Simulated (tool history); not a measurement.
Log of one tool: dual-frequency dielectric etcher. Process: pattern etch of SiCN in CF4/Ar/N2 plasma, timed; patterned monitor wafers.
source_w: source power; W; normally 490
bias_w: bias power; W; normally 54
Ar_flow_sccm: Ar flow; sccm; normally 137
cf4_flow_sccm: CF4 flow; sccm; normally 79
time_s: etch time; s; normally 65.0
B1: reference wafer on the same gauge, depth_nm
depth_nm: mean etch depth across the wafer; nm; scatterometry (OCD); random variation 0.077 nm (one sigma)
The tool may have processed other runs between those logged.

{"run": 1, "hour": 0.0, "source_w": 490, "bias_w": 54, "Ar_flow_sccm": 137, "cf4_flow_sccm": 65, "time_s": 73.0, "B1": 61.3, "depth_nm": 55.8}
{"run": 2, "hour": 14.7, "source_w": 490, "bias_w": 54, "Ar_flow_sccm": 137, "cf4_flow_sccm": 79, "time_s": 49.5, "B1": 61.3, "depth_nm": 39.5}
{"hour": 25.6, "done": "bias power generator calibrated"}
{"run": 3, "hour": 26.1, "source_w": 490, "bias_w": 61, "Ar_flow_sccm": 137, "cf4_flow_sccm": 79, "time_s": 65.0, "B1": 61.2, "depth_nm": 53.4}
{"run": 4, "hour": 39.7, "source_w": 490, "bias_w": 54, "Ar_flow_sccm": 137, "cf4_flow_sccm": 79, "time_s": 65.0, "B1": 61.3, "depth_nm": 50.7}
{"run": 5, "hour": 49.3, "source_w": 490, "bias_w": 54, "Ar_flow_sccm": 150, "cf4_flow_sccm": 73, "time_s": 65.0, "B1": 61.3, "depth_nm": 49.1}
{"run": 6, "hour": 59.6, "source_w": 490, "bias_w": 54, "Ar_flow_sccm": 137, "cf4_flow_sccm": 79, "time_s": 65.0, "B1": 61.3, "depth_nm": 50.9}
{"run": 7, "hour": 65.7, "source_w": 490, "bias_w": 54, "Ar_flow_sccm": 137, "cf4_flow_sccm": 79, "time_s": 65.0, "B1": 61.3, "depth_nm": 50.9}
{"run": 8, "hour": 80.3, "source_w": 490, "bias_w": 47, "Ar_flow_sccm": 156, "cf4_flow_sccm": 97, "time_s": 46.5, "B1": 61.3, "depth_nm": 35.2}
{"run": 9, "hour": 91.9, "source_w": 490, "bias_w": 54, "Ar_flow_sccm": 137, "cf4_flow_sccm": 79, "time_s": 65.0, "B1": 61.3, "depth_nm": 50.6}
{"run": 10, "hour": 98.4, "source_w": 440, "bias_w": 49, "Ar_flow_sccm": 137, "cf4_flow_sccm": 67, "time_s": 59.0, "B1": 61.3, "depth_nm": 40.5}
{"run": 11, "hour": 105.2, "source_w": 490, "bias_w": 54, "Ar_flow_sccm": 137, "cf4_flow_sccm": 79, "time_s": 65.0, "B1": 61.3, "depth_nm": 50.7}
{"run": 12, "hour": 113.8, "source_w": 550, "bias_w": 41, "Ar_flow_sccm": 161, "cf4_flow_sccm": 96, "time_s": 65.0, "B1": 61.3, "depth_nm": 49.4}
{"run": 13, "hour": 122.8, "source_w": 490, "bias_w": 44, "Ar_flow_sccm": 137, "cf4_flow_sccm": 86, "time_s": 78.0, "B1": 61.3, "depth_nm": 57.2}
{"run": 14, "hour": 131.6, "source_w": 490, "bias_w": 45, "Ar_flow_sccm": 137, "cf4_flow_sccm": 65, "time_s": 65.0, "B1": 61.3, "depth_nm": 45.2}
{"run": 15, "hour": 148.8, "source_w": 490, "bias_w": 54, "Ar_flow_sccm": 137, "cf4_flow_sccm": 79, "time_s": 65.0, "B1": 61.3, "depth_nm": 50.6}
{"run": 16, "hour": 157.0, "source_w": 490, "bias_w": 54, "Ar_flow_sccm": 137, "cf4_flow_sccm": 92, "time_s": 65.0, "B1": 61.3, "depth_nm": 52.1}
{"run": 17, "hour": 174.7, "source_w": 490, "bias_w": 43, "Ar_flow_sccm": 110, "cf4_flow_sccm": 79, "time_s": 57.5, "B1": 61.3, "depth_nm": 42.8}
{"run": 18, "hour": 184.5, "source_w": 490, "bias_w": 54, "Ar_flow_sccm": 137, "cf4_flow_sccm": 79, "time_s": 65.0, "B1": 61.3, "depth_nm": 50.4}
{"run": 19, "hour": 199.2, "source_w": 490, "bias_w": 54, "Ar_flow_sccm": 137, "cf4_flow_sccm": 79, "time_s": 65.0, "B1": 61.3, "depth_nm": 50.5}
{"run": 20, "hour": 207.9, "source_w": 490, "bias_w": 54, "Ar_flow_sccm": 137, "cf4_flow_sccm": 93, "time_s": 65.0, "B1": 61.3, "depth_nm": 52.0}
{"run": 21, "hour": 224.3, "source_w": 490, "bias_w": 54, "Ar_flow_sccm": 150, "cf4_flow_sccm": 62, "time_s": 77.5, "B1": 61.3, "depth_nm": 56.3}

5 ways to go on from here, each from the tool as it stands after run 21. What would each give?
{"run": "A", "hour": 224.7, "source_w": 490, "bias_w": 54, "Ar_flow_sccm": 137, "cf4_flow_sccm": 79, "time_s": 65.0, "B1": "?", "depth_nm": "?"}
{"run": "B", "hour": 224.7, "source_w": 380, "bias_w": 54, "Ar_flow_sccm": 125, "cf4_flow_sccm": 87, "time_s": 76.0, "B1": "?", "depth_nm": "?"}
{"run": "C", "hour": 224.7, "source_w": 410, "bias_w": 54, "Ar_flow_sccm": 151, "cf4_flow_sccm": 73, "time_s": 60.0, "B1": "?", "depth_nm": "?"}
{"run": "D", "hour": 224.7, "source_w": 410, "bias_w": 54, "Ar_flow_sccm": 137, "cf4_flow_sccm": 88, "time_s": 65.0, "B1": "?", "depth_nm": "?"}
{"run": "E", "hour": 224.7, "source_w": 490, "bias_w": 42, "Ar_flow_sccm": 137, "cf4_flow_sccm": 79, "time_s": 65.0, "B1": "?", "depth_nm": "?"}

run=A B1=61.3 depth_nm=50.5
run=B B1=61.3 depth_nm=53.7
run=C B1=61.3 depth_nm=41.1
run=D B1=61.3 depth_nm=47.0
run=E B1=61.3 depth_nm=46.0
What these runs would have given with no unlogged condition in the tool:
run=A depth_nm=51.1
run=B depth_nm=54.3
run=C depth_nm=41.6
run=D depth_nm=47.6
run=E depth_nm=46.6
